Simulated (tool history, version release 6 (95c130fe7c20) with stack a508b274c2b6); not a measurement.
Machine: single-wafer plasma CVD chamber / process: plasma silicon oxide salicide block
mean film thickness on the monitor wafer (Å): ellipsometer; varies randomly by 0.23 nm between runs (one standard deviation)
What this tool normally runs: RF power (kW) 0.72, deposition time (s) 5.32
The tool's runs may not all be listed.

| run | hour | RF power (kW) | deposition time (s) | wafers since the last listed run | hours since the last RF generator calibration | hours since the showerhead was replaced | hours since the gauge calibration | read-back reference wafer on the same gauge, thickness_nm | mean film thickness on the monitor wafer (Å) |
|---|---|---|---|---|---|---|---|---|---|
| 1 | 0 | 0.72 | 5.32 | 0 | 832.2 | 4313.6 | 13.6 | 59.802 | 543.35 |
| 2 | 75.8 | 0.72 | 5.32 | 1708 | 908 | 4389.4 | 89.4 | 59.792 | 541.52 |
| 3 | 108.4 | 0.72 | 5.32 | 734 | 940.6 | 4422 | 122 | 59.813 | 544.14 |
| 4 | 152.3 | 0.62 | 4.87 | 989 | 984.5 | 4465.9 | 165.9 | 59.828 | 468.55 |
| 5 | 185.5 | 0.62 | 4.87 | 748 | 1017.7 | 4499.1 | 199.1 | 59.764 | 470.7 |
| 6 | 239.6 | 0.61 | 5.32 | 1219 | 1071.8 | 4553.2 | 253.2 | 59.77 | 508.43 |
| 7 | 277.7 | 0.61 | 5.32 | 858 | 1109.9 | 4591.3 | 291.3 | 59.805 | 510.56 |
| 8 | 311.4 | 0.61 | 5.32 | 759 | 1143.6 | 4625 | 325 | 59.785 | 513.59 |
| 9 | 363 | 0.85 | 6.28 | 1162 | 1195.2 | 4676.6 | 376.6 | 59.792 | 674.82 |
|  | 431 | RF generator calibrated |
| 10 | 431.5 | 0.775 | 5.32 | 1363 | 0.5 | 4745.1 | 445.1 | 59.807 | 554.2 |
| 11 | 470.3 | 0.635 | 5.32 | 874 | 39.3 | 4783.9 | 483.9 | 59.847 | 520.63 |
| 12 | 536.3 | 0.68 | 4.4 | 1487 | 105.3 | 4849.9 | 549.9 | 59.778 | 440.91 |
|  | 580 | showerhead replaced |
| 13 | 697.9 | 0.62 | 4.87 | 3461 | 266.9 | 117.9 | 711.5 | 59.794 | 467.45 |
|  | 797.6 | gauge calibrated |
| 14 | 855.4 | 0.86 | 6.38 | 3549 | 424.4 | 275.4 | 57.8 | 59.799 | 684.48 |
| 15 | 925.9 | 0.72 | 5.32 | 1588 | 494.9 | 345.9 | 128.3 | 59.796 | 543.96 |
| 16 | 952.3 | 0.72 | 5.32 | 594 | 521.3 | 372.3 | 154.7 | 59.824 | 543.22 |

What will run 17 give?
| 17 | 1021 | 0.59 | 4.79 | 1548 | 590 | 441 | 223.4 | ? | ? |

read-back reference wafer on the same gauge, thickness_nm: 59.775
mean film thickness on the monitor wafer (Å): 453.97
Without the tool's hidden state the same run would have given mean film thickness on the monitor wafer (Å) 453.97.
